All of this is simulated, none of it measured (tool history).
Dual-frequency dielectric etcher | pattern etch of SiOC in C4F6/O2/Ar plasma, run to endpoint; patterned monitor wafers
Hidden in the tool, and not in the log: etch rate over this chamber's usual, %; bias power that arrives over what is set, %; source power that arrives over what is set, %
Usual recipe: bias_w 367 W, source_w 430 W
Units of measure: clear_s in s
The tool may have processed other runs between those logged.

run,hour,bias_w,source_w,wafers since the last listed run,hours since the last wet clean,hours since the last bias power generator calibration,hours since the last source power generator calibration,hours since the last upper electrode change,"incoming incoming film thickness, nm",clear_s
1,0,412,430,0,364.7,3731.1,4191.4,2370.9,36.63,12.6
2,101.6,412,430,1307,466.3,3832.7,4293,2472.5,36.48,12.6
3,208,367,380,1369,572.7,3939.1,4399.4,2578.9,36.7,14.4
# hour 278.4: wet clean of the chamber
4,307.7,367,430,974,29.3,4038.8,4499.1,2678.6,36.69,13.1
5,616.8,367,430,3977,338.4,4347.9,4808.2,2987.7,36.93,13.4
6,653.1,367,430,467,374.7,4384.2,4844.5,3024,36.66,13.4
7,715.5,367,430,803,437.1,4446.6,4906.9,3086.4,36.69,13.4
8,772.1,367,430,728,493.7,4503.2,4963.5,3143,36.48,13.4
9,848.8,367,430,987,570.4,4579.9,5040.2,3219.7,36.61,13.6
10,899.2,367,430,648,620.8,4630.3,5090.6,3270.1,36.8,13.7
# hour 949.1: wet clean of the chamber
11,988.9,367,430,845,39.8,4720,5180.3,3359.8,36.5,13.2
12,1052.8,367,430,822,103.7,4783.9,5244.2,3423.7,36.75,13.3
13,1099,367,490,594,149.9,4830.1,5290.4,3469.9,36.63,12.6
# hour 1154.5: bias power generator calibrated
# hour 1177.1: source power generator calibrated
14,1187.1,367,340,1030,238,32.6,10,3558,36.29,14.6
15,1230.2,294,430,554,281.1,75.7,53.1,3601.1,36.89,15.4
# hour 1276.5: upper electrode replaced
16,1310.5,367,430,724,361.4,156,133.4,34,36.61,13.5
17,1381.4,445,370,912,432.3,226.9,204.3,104.9,36.55,13
18,1452.1,367,480,909,503,297.6,275,175.6,36.72,13.1
19,1560,410,480,1388,610.9,405.5,382.9,283.5,36.69,12.3
# hour 1615.3: wet clean of the chamber
20,1654.5,449,520,907,39.2,500,477.4,378,36.84,11
21,1743.5,317,340,1145,128.2,589,566.4,467,36.53,16.2
22,1849.8,275,480,1367,234.5,695.3,672.7,573.3,36.54,15.1
23,1933.3,367,430,1074,318,778.8,756.2,656.8,36.33,13.3
24,1978.3,367,430,579,363,823.8,801.2,701.8,36.58,13.5
25,2050.7,293,480,931,435.4,896.2,873.6,774.2,36.97,14.9
# hour 2295.2: wet clean of the chamber
26,2345.9,418,390,3489,50.7,1191.4,1168.8,1069.4,36.85,12.8

Branching from run 26: 3 alternative next runs. What would each branch give?
A,2346.3,457,430,5,51.1,1191.8,1169.2,1069.8,36.34,?
B,2346.3,423,370,5,51.1,1191.8,1169.2,1069.8,36.34,?
C,2346.3,459,530,5,51.1,1191.8,1169.2,1069.8,36.34,?

run,clear_s
A,11.6
B,12.9
C,10.6
Without the tool's unlogged condition, the same runs would have read:
run,clear_s
A,11.6
B,12.9
C,10.6
